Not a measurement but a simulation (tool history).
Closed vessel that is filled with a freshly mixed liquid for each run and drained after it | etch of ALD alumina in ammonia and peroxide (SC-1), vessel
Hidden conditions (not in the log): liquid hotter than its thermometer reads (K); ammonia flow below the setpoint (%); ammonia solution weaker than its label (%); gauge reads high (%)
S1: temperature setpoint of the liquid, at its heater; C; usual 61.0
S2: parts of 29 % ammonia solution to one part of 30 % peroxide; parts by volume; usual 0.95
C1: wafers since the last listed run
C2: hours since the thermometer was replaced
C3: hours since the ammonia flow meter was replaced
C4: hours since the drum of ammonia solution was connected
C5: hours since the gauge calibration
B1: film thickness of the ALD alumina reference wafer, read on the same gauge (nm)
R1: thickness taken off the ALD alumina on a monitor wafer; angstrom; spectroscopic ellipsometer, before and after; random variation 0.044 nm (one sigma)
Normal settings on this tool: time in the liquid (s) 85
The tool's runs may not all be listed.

Run 1, day 0.000: usual settings; C1 0; C2 654.3; C3 1142.6; C4 644.0; C5 2641.2; B1 60.01. Result: R1 83.9 angstrom.
Run 2, day 1.596: usual settings; C1 2963; C2 692.6; C3 1180.9; C4 682.3; C5 2679.5; B1 59.97. Result: R1 83.4 angstrom.
Run 3, day 4.196: usual settings; C1 4828; C2 755.0; C3 1243.3; C4 744.7; C5 2741.9; B1 60.00. Result: R1 83.1 angstrom.
Run 4, day 5.200: usual settings; C1 1864; C2 779.1; C3 1267.4; C4 768.8; C5 2766.0; B1 60.00. Result: R1 83.2 angstrom.
Run 5, day 7.038: usual settings but S1 53.5 C, S2 0.55 parts by volume; C1 3412; C2 823.2; C3 1311.5; C4 812.9; C5 2810.1; B1 60.00. Result: R1 53.9 angstrom.
Run 6, day 9.271: usual settings but S1 52.0 C; C1 4147; C2 876.8; C3 1365.1; C4 866.5; C5 2863.7; B1 60.01. Result: R1 52.7 angstrom.
Run 7, day 11.100: usual settings; C1 3396; C2 920.7; C3 1409.0; C4 910.4; C5 2907.6; B1 60.00. Result: R1 83.4 angstrom.
Run 8, day 12.733: usual settings but time in the liquid (s) 100; C1 3033; C2 959.9; C3 1448.2; C4 949.6; C5 2946.8; B1 60.00. Result: R1 98.2 angstrom.
Run 9, day 15.125: usual settings but S1 54.0 C, time in the liquid (s) 45; C1 4441; C2 1017.3; C3 1505.6; C4 1007.0; C5 3004.2; B1 60.00. Result: R1 31.3 angstrom.
At day 17.479: new drum of ammonia solution connected.
Run 10, day 17.500: usual settings; C1 4332; C2 1074.3; C3 1562.6; C4 0.5; C5 3061.2; B1 60.00. Result: R1 86.1 angstrom.
Run 11, day 19.312: usual settings but S1 66.0 C, S2 1.20 parts by volume, time in the liquid (s) 115; C1 3365; C2 1117.8; C3 1606.1; C4 44.0; C5 3104.7; B1 59.99. Result: R1 153.1 angstrom.
At day 20.617: gauge calibrated.
At day 21.733: ammonia flow meter replaced.
Run 12, day 22.171: usual settings but S2 0.80 parts by volume; C1 5230; C2 1186.4; C3 10.5; C4 112.6; C5 37.3; B1 60.01. Result: R1 84.2 angstrom.
Run 13, day 24.871: usual settings but S1 53.5 C, S2 0.55 parts by volume; C1 5013; C2 1251.2; C3 75.3; C4 177.4; C5 102.1; B1 59.98. Result: R1 56.0 angstrom.
At day 25.433: thermometer replaced.
Run 14, day 27.408: usual settings; C1 4634; C2 47.4; C3 136.2; C4 238.3; C5 163.0; B1 60.01. Result: R1 79.4 angstrom.
Run 15, day 28.525: usual settings but S1 53.0 C, S2 0.70 parts by volume, time in the liquid (s) 40; C1 2073; C2 74.2; C3 163.0; C4 265.1; C5 189.8; B1 59.98. Result: R1 24.0 angstrom.
Run 16, day 31.292: usual settings but S1 69.5 C; C1 5137; C2 140.6; C3 229.4; C4 331.5; C5 256.2; B1 60.00. Result: R1 121.3 angstrom.
Run 17, day 38.625: usual settings but S1 58.5 C, S2 1.15 parts by volume; C1 13617; C2 316.6; C3 405.4; C4 507.5; C5 432.2; B1 59.99. Result: R1 72.7 angstrom.
Run 18, day 40.246: usual settings; C1 3009; C2 355.5; C3 444.3; C4 546.4; C5 471.1; B1 59.99. Result: R1 81.6 angstrom.
Run 19, day 41.912: usual settings but S1 69.0 C, S2 1.20 parts by volume, time in the liquid (s) 120; C1 3094; C2 395.5; C3 484.3; C4 586.4; C5 511.1; B1 60.00. Result: R1 174.1 angstrom.
Run 20, day 48.758: usual settings but S1 65.0 C, S2 0.55 parts by volume, time in the liquid (s) 100; C1 12712; C2 559.8; C3 648.6; C4 750.7; C5 675.4; B1 60.00. Result: R1 112.4 angstrom.
Run 21, day 50.592: usual settings; C1 3404; C2 603.8; C3 692.6; C4 794.7; C5 719.4; B1 60.00. Result: R1 82.4 angstrom.
Run 22, day 52.300: usual settings but S1 65.5 C, S2 0.75 parts by volume; C1 3172; C2 644.8; C3 733.6; C4 835.7; C5 760.4; B1 60.01. Result: R1 101.9 angstrom.
Run 23, day 53.533: usual settings but time in the liquid (s) 125; C1 2290; C2 674.4; C3 763.2; C4 865.3; C5 790.0; B1 60.00. Result: R1 122.9 angstrom.
Run 24, day 55.583: usual settings but S2 0.80 parts by volume, time in the liquid (s) 45; C1 3806; C2 723.6; C3 812.4; C4 914.5; C5 839.2; B1 60.01. Result: R1 43.5 angstrom.
At day 56.975: new drum of ammonia solution connected.
Run 25, day 57.217: usual settings but S1 70.0 C; C1 2955; C2 762.8; C3 851.6; C4 5.8; C5 878.4; B1 60.01. Result: R1 130.2 angstrom.
Run 26, day 58.725: usual settings; C1 2800; C2 799.0; C3 887.8; C4 42.0; C5 914.6; B1 60.00. Result: R1 82.8 angstrom.
Run 27, day 59.842: usual settings but time in the liquid (s) 135; C1 2073; C2 825.8; C3 914.6; C4 68.8; C5 941.4; B1 59.98. Result: R1 132.9 angstrom.
Run 28, day 61.875: usual settings but S1 58.5 C, S2 1.15 parts by volume; C1 3775; C2 874.6; C3 963.4; C4 117.6; C5 990.2; B1 60.03. Result: R1 75.2 angstrom.
Run 29, day 65.262: usual settings but S1 65.5 C, time in the liquid (s) 100; C1 6290; C2 955.9; C3 1044.7; C4 198.9; C5 1071.5; B1 60.00. Result: R1 124.3 angstrom.

Predict each of these 4 candidate next runs independently; none follows another, all start after run 29:
Run A, day 65.292: usual settings but time in the liquid (s) 115; C1 54; C2 956.6; C3 1045.4; C4 199.6; C5 1072.2; B1 ?. Result: R1 ?.
Run B, day 65.292: usual settings but S1 70.0 C, S2 0.70 parts by volume, time in the liquid (s) 40; C1 54; C2 956.6; C3 1045.4; C4 199.6; C5 1072.2; B1 ?. Result: R1 ?.
Run C, day 65.292: usual settings but S2 0.80 parts by volume, time in the liquid (s) 70; C1 54; C2 956.6; C3 1045.4; C4 199.6; C5 1072.2; B1 ?. Result: R1 ?.
Run D, day 65.292: usual settings but S1 63.5 C, S2 0.55 parts by volume, time in the liquid (s) 100; C1 54; C2 956.6; C3 1045.4; C4 199.6; C5 1072.2; B1 ?. Result: R1 ?.

run     B1     R1
  A  60.00  114.8
  B  60.00   60.3
  C  60.00   68.7
  D  60.00  107.4
Without the tool's hidden state the same runs would have given:
run     R1
  A  107.1
  B   56.5
  C   64.2
  D  100.4
